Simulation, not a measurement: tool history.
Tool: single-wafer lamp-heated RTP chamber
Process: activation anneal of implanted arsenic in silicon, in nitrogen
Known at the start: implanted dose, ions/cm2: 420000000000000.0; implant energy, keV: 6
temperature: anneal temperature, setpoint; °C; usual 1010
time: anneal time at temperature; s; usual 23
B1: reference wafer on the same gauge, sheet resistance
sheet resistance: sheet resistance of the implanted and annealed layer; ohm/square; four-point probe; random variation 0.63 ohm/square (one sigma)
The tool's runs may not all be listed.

{"run": 1, "hour": 0.0, "temperature": 1010, "time": 23, "B1": 225.01, "sheet resistance": 249.56}
{"run": 2, "hour": 43.1, "temperature": 1010, "time": 23, "B1": 224.76, "sheet resistance": 248.7}
{"run": 3, "hour": 161.6, "temperature": 1010, "time": 23, "B1": 225.24, "sheet resistance": 248.51}
{"hour": 170.2, "done": "gauge calibrated"}
{"hour": 177.6, "done": "pyrometer window cleaned and pyrometer calibrated"}
{"run": 4, "hour": 205.9, "temperature": 1010, "time": 23, "B1": 225.22, "sheet resistance": 251.03}
{"run": 5, "hour": 259.9, "temperature": 1010, "time": 23, "B1": 225.05, "sheet resistance": 250.37}
{"run": 6, "hour": 350.7, "temperature": 1019, "time": 23, "B1": 225.13, "sheet resistance": 246.73}
{"run": 7, "hour": 417.2, "temperature": 1019, "time": 23, "B1": 225.13, "sheet resistance": 244.82}
{"run": 8, "hour": 456.3, "temperature": 1010, "time": 23, "B1": 224.95, "sheet resistance": 247.97}
{"run": 9, "hour": 524.8, "temperature": 1010, "time": 30, "B1": 224.86, "sheet resistance": 244.04}
{"run": 10, "hour": 595.2, "temperature": 1010, "time": 30, "B1": 224.9, "sheet resistance": 243.11}
{"run": 11, "hour": 620.6, "temperature": 1020, "time": 23, "B1": 224.86, "sheet resistance": 243.17}
{"run": 12, "hour": 682.9, "temperature": 997, "time": 23, "B1": 225.05, "sheet resistance": 252.01}
{"hour": 743.4, "done": "pyrometer window cleaned and pyrometer calibrated"}
{"run": 13, "hour": 774.1, "temperature": 997, "time": 23, "B1": 225.05, "sheet resistance": 254.86}
{"run": 14, "hour": 831.7, "temperature": 997, "time": 23, "B1": 224.8, "sheet resistance": 255.04}
{"run": 15, "hour": 881.5, "temperature": 1010, "time": 23, "B1": 224.92, "sheet resistance": 248.52}
{"run": 16, "hour": 919.7, "temperature": 990, "time": 23, "B1": 225.03, "sheet resistance": 256.18}
{"run": 17, "hour": 947.8, "temperature": 1035, "time": 30, "B1": 224.73, "sheet resistance": 231.95}
{"run": 18, "hour": 1002.9, "temperature": 1029, "time": 27, "B1": 224.99, "sheet resistance": 236.92}
{"run": 19, "hour": 1027.0, "temperature": 981, "time": 23, "B1": 225.07, "sheet resistance": 257.79}
{"hour": 1104.5, "done": "reflector plate cleaned"}
{"run": 20, "hour": 1127.0, "temperature": 1010, "time": 12, "B1": 224.85, "sheet resistance": 259.43}
{"run": 21, "hour": 1161.1, "temperature": 1010, "time": 23, "B1": 225.01, "sheet resistance": 247.89}
{"run": 22, "hour": 1207.6, "temperature": 1033, "time": 23, "B1": 225.25, "sheet resistance": 239.2}
{"run": 23, "hour": 1247.1, "temperature": 988, "time": 12, "B1": 224.96, "sheet resistance": 268.28}
{"run": 24, "hour": 1315.0, "temperature": 1034, "time": 23, "B1": 225.0, "sheet resistance": 237.87}
{"hour": 1331.3, "done": "gauge calibrated"}
{"hour": 1363.9, "done": "pyrometer window cleaned and pyrometer calibrated"}
{"run": 25, "hour": 1364.4, "temperature": 1039, "time": 13, "B1": 224.94, "sheet resistance": 253.06}
{"run": 26, "hour": 1406.6, "temperature": 1010, "time": 10, "B1": 225.17, "sheet resistance": 265.36}
{"run": 27, "hour": 1466.3, "temperature": 986, "time": 23, "B1": 225.09, "sheet resistance": 261.25}
{"run": 28, "hour": 1530.1, "temperature": 998, "time": 34, "B1": 224.85, "sheet resistance": 248.25}
{"run": 29, "hour": 1597.4, "temperature": 1010, "time": 23, "B1": 225.1, "sheet resistance": 249.85}
{"run": 30, "hour": 1643.8, "temperature": 994, "time": 13, "B1": 224.94, "sheet resistance": 264.53}
{"run": 31, "hour": 1701.0, "temperature": 1023, "time": 32, "B1": 224.94, "sheet resistance": 237.77}
{"run": 32, "hour": 1730.8, "temperature": 997, "time": 23, "B1": 224.84, "sheet resistance": 252.65}
{"run": 33, "hour": 1757.0, "temperature": 1020, "time": 29, "B1": 224.98, "sheet resistance": 240.5}
{"run": 34, "hour": 1784.3, "temperature": 1010, "time": 23, "B1": 224.93, "sheet resistance": 248.54}
{"run": 35, "hour": 1812.3, "temperature": 1010, "time": 28, "B1": 225.1, "sheet resistance": 244.68}
{"run": 36, "hour": 1864.1, "temperature": 1035, "time": 15, "B1": 225.05, "sheet resistance": 244.99}

5 ways to go on from here, each from the tool as it stands after run 36. What would each give?
{"run": "A", "hour": 1864.5, "temperature": 998, "time": 23, "B1": "?", "sheet resistance": "?"}
{"run": "B", "hour": 1864.5, "temperature": 1010, "time": 27, "B1": "?", "sheet resistance": "?"}
{"run": "C", "hour": 1864.5, "temperature": 985, "time": 36, "B1": "?", "sheet resistance": "?"}
{"run": "D", "hour": 1864.5, "temperature": 984, "time": 19, "B1": "?", "sheet resistance": "?"}
{"run": "E", "hour": 1864.5, "temperature": 983, "time": 16, "B1": "?", "sheet resistance": "?"}

run=A B1=225.11 sheet_resistance=253.41
run=B B1=225.11 sheet_resistance=245.96
run=C B1=225.11 sheet_resistance=250.59
run=D B1=225.11 sheet_resistance=262.32
run=E B1=225.11 sheet_resistance=265.75
Without the tool's hidden state the same runs would have given:
run=A sheet_resistance=259.46
run=B sheet_resistance=251.96
run=C sheet_resistance=256.46
run=D sheet_resistance=268.50
run=E sheet_resistance=272.01
